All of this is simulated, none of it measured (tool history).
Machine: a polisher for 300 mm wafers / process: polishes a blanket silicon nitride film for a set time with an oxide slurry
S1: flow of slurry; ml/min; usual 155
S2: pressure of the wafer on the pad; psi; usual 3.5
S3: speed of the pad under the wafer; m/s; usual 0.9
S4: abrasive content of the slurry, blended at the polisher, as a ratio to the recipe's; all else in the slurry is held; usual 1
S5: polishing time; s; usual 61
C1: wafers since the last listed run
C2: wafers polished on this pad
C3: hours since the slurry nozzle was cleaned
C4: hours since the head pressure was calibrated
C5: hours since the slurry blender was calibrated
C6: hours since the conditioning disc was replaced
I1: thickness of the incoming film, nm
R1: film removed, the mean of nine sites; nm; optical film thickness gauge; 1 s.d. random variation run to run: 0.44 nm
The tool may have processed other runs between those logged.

{"run": 1, "hour": 0.0, "S1": 155, "S2": 3.5, "S3": 0.72, "S4": 1, "S5": 61, "C1": 0, "C2": 2821, "C3": 258.1, "C4": 719.8, "C5": 375, "C6": 435.2, "I1": 291.2, "R1": 28.4}
{"hour": 13.5, "done": "conditioning disc replaced and pad reconditioned"}
{"run": 2, "hour": 88.1, "S1": 155, "S2": 3.5, "S3": 0.9, "S4": 0.85, "S5": 73, "C1": 936, "C2": 3757, "C3": 346.2, "C4": 807.9, "C5": 463.1, "C6": 74.6, "I1": 290.3, "R1": 35.9}
{"hour": 132.8, "done": "slurry blender recalibrated"}
{"run": 3, "hour": 156.0, "S1": 155, "S2": 3.5, "S3": 0.9, "S4": 0.85, "S5": 73, "C1": 717, "C2": 4475, "C3": 414.1, "C4": 875.8, "C5": 23.2, "C6": 142.5, "I1": 286.8, "R1": 37.8}
{"hour": 200.9, "done": "worn pad replaced by a new one"}
{"run": 4, "hour": 254.5, "S1": 155, "S2": 3.5, "S3": 0.9, "S4": 0.85, "S5": 73, "C1": 1028, "C2": 583, "C3": 512.6, "C4": 974.3, "C5": 121.7, "C6": 241, "I1": 288.2, "R1": 36.9}
{"run": 5, "hour": 303.1, "S1": 155, "S2": 3.5, "S3": 0.9, "S4": 1, "S5": 61, "C1": 528, "C2": 1112, "C3": 561.2, "C4": 1022.9, "C5": 170.3, "C6": 289.6, "I1": 292, "R1": 34.5}
{"run": 6, "hour": 397.3, "S1": 195, "S2": 2.8, "S3": 0.9, "S4": 1.2, "S5": 68, "C1": 1025, "C2": 2137, "C3": 655.4, "C4": 1117.1, "C5": 264.5, "C6": 383.8, "I1": 291.8, "R1": 34.9}
{"run": 7, "hour": 477.2, "S1": 155, "S2": 3.5, "S3": 0.9, "S4": 1, "S5": 40, "C1": 869, "C2": 3006, "C3": 735.3, "C4": 1197, "C5": 344.4, "C6": 463.7, "I1": 289.3, "R1": 22.4}
{"run": 8, "hour": 528.9, "S1": 155, "S2": 3.5, "S3": 0.9, "S4": 1, "S5": 61, "C1": 562, "C2": 3569, "C3": 787, "C4": 1248.7, "C5": 396.1, "C6": 515.4, "I1": 291.2, "R1": 33.8}
{"hour": 535.9, "done": "slurry nozzle cleaned"}
{"hour": 611.2, "done": "conditioning disc replaced and pad reconditioned"}
{"hour": 615.4, "done": "head pressure recalibrated"}
{"run": 9, "hour": 619.0, "S1": 155, "S2": 3.5, "S3": 0.9, "S4": 0.85, "S5": 73, "C1": 926, "C2": 4495, "C3": 83.1, "C4": 3.6, "C5": 486.2, "C6": 7.8, "I1": 294.8, "R1": 36.7}
{"run": 10, "hour": 672.6, "S1": 155, "S2": 3.5, "S3": 0.9, "S4": 1, "S5": 61, "C1": 583, "C2": 5078, "C3": 136.7, "C4": 57.2, "C5": 539.8, "C6": 61.4, "I1": 288.3, "R1": 34.5}
{"hour": 702.5, "done": "worn pad replaced by a new one"}
{"hour": 735.1, "done": "slurry blender recalibrated"}
{"run": 11, "hour": 758.3, "S1": 155, "S2": 4, "S3": 1.16, "S4": 1.2, "S5": 61, "C1": 867, "C2": 585, "C3": 222.4, "C4": 142.9, "C5": 23.2, "C6": 147.1, "I1": 290.1, "R1": 52.5}
{"run": 12, "hour": 861.5, "S1": 110, "S2": 3.8, "S3": 1.06, "S4": 1, "S5": 61, "C1": 1123, "C2": 1708, "C3": 325.6, "C4": 246.1, "C5": 126.4, "C6": 250.3, "I1": 290.3, "R1": 38.8}
{"run": 13, "hour": 965.4, "S1": 155, "S2": 3.5, "S3": 0.9, "S4": 0.85, "S5": 73, "C1": 1130, "C2": 2839, "C3": 429.5, "C4": 350, "C5": 230.3, "C6": 354.2, "I1": 290.6, "R1": 36.8}
{"run": 14, "hour": 1022.3, "S1": 155, "S2": 3.5, "S3": 0.74, "S4": 1.3, "S5": 77, "C1": 619, "C2": 3458, "C3": 486.4, "C4": 406.9, "C5": 287.2, "C6": 411.1, "I1": 290.6, "R1": 44.1}
{"run": 15, "hour": 1079.7, "S1": 155, "S2": 3.5, "S3": 1.06, "S4": 1.25, "S5": 61, "C1": 624, "C2": 4082, "C3": 543.8, "C4": 464.3, "C5": 344.6, "C6": 468.5, "I1": 295.8, "R1": 43.3}
{"run": 16, "hour": 1118.1, "S1": 135, "S2": 3.5, "S3": 0.9, "S4": 1, "S5": 61, "C1": 417, "C2": 4500, "C3": 582.2, "C4": 502.7, "C5": 383, "C6": 506.9, "I1": 288.5, "R1": 34.1}
{"hour": 1161.7, "done": "conditioning disc replaced and pad reconditioned"}
{"hour": 1200.6, "done": "slurry blender recalibrated"}
{"run": 17, "hour": 1201.1, "S1": 155, "S2": 3.5, "S3": 1.16, "S4": 1, "S5": 61, "C1": 859, "C2": 5360, "C3": 665.2, "C4": 585.7, "C5": 0.5, "C6": 39.4, "I1": 294.3, "R1": 42.5}
{"hour": 1219.2, "done": "worn pad replaced by a new one"}
{"run": 18, "hour": 1253.4, "S1": 130, "S2": 3, "S3": 0.9, "S4": 1.15, "S5": 61, "C1": 525, "C2": 372, "C3": 717.5, "C4": 638, "C5": 52.8, "C6": 91.7, "I1": 288, "R1": 31.4}
{"run": 19, "hour": 1333.8, "S1": 200, "S2": 3.5, "S3": 1.18, "S4": 1, "S5": 73, "C1": 874, "C2": 1247, "C3": 797.9, "C4": 718.4, "C5": 133.2, "C6": 172.1, "I1": 291, "R1": 51.9}
{"hour": 1368.9, "done": "slurry nozzle cleaned"}
{"run": 20, "hour": 1379.5, "S1": 170, "S2": 4.2, "S3": 0.9, "S4": 1, "S5": 50, "C1": 486, "C2": 1733, "C3": 10.6, "C4": 764.1, "C5": 178.9, "C6": 217.8, "I1": 290.5, "R1": 35.1}
{"run": 21, "hour": 1427.0, "S1": 205, "S2": 3.5, "S3": 1.2, "S4": 0.8, "S5": 61, "C1": 516, "C2": 2250, "C3": 58.1, "C4": 811.6, "C5": 226.4, "C6": 265.3, "I1": 292.2, "R1": 38.1}
{"run": 22, "hour": 1531.7, "S1": 125, "S2": 2.9, "S3": 0.9, "S4": 0.9, "S5": 47, "C1": 1139, "C2": 3389, "C3": 162.8, "C4": 916.3, "C5": 331.1, "C6": 370, "I1": 292.7, "R1": 19.9}
{"run": 23, "hour": 1589.3, "S1": 155, "S2": 3.5, "S3": 0.62, "S4": 1.25, "S5": 75, "C1": 626, "C2": 4016, "C3": 220.4, "C4": 973.9, "C5": 388.7, "C6": 427.6, "I1": 291.1, "R1": 35.9}
{"run": 24, "hour": 1693.3, "S1": 155, "S2": 3.5, "S3": 0.62, "S4": 1.15, "S5": 61, "C1": 1131, "C2": 5148, "C3": 324.4, "C4": 1077.9, "C5": 492.7, "C6": 531.6, "I1": 290.3, "R1": 28.2}

5 options for the next run, each taken on its own from the tool as it stands now. Forecast them:
{"run": "A", "hour": 1693.7, "S1": 155, "S2": 3.5, "S3": 0.9, "S4": 1, "S5": 61, "C1": 4, "C2": 5152, "C3": 324.8, "C4": 1078.3, "C5": 493.1, "C6": 532, "I1": 288.2, "R1": "?"}
{"run": "B", "hour": 1693.7, "S1": 200, "S2": 2.6, "S3": 1.04, "S4": 1.15, "S5": 61, "C1": 4, "C2": 5152, "C3": 324.8, "C4": 1078.3, "C5": 493.1, "C6": 532, "I1": 288.2, "R1": "?"}
{"run": "C", "hour": 1693.7, "S1": 205, "S2": 3.5, "S3": 1.22, "S4": 1, "S5": 61, "C1": 4, "C2": 5152, "C3": 324.8, "C4": 1078.3, "C5": 493.1, "C6": 532, "I1": 288.2, "R1": "?"}
{"run": "D", "hour": 1693.7, "S1": 185, "S2": 3.5, "S3": 0.9, "S4": 1, "S5": 43, "C1": 4, "C2": 5152, "C3": 324.8, "C4": 1078.3, "C5": 493.1, "C6": 532, "I1": 288.2, "R1": "?"}
{"run": "E", "hour": 1693.7, "S1": 155, "S2": 2.8, "S3": 0.72, "S4": 0.8, "S5": 69, "C1": 4, "C2": 5152, "C3": 324.8, "C4": 1078.3, "C5": 493.1, "C6": 532, "I1": 288.2, "R1": "?"}

run=A R1=33.7
run=B R1=31.8
run=C R1=44.3
run=D R1=24.5
run=E R1=22.5
With the hidden condition removed and each run's random variation left untouched, the same runs would have given:
run=A R1=33.7
run=B R1=31.8
run=C R1=44.3
run=D R1=24.5
run=E R1=22.5
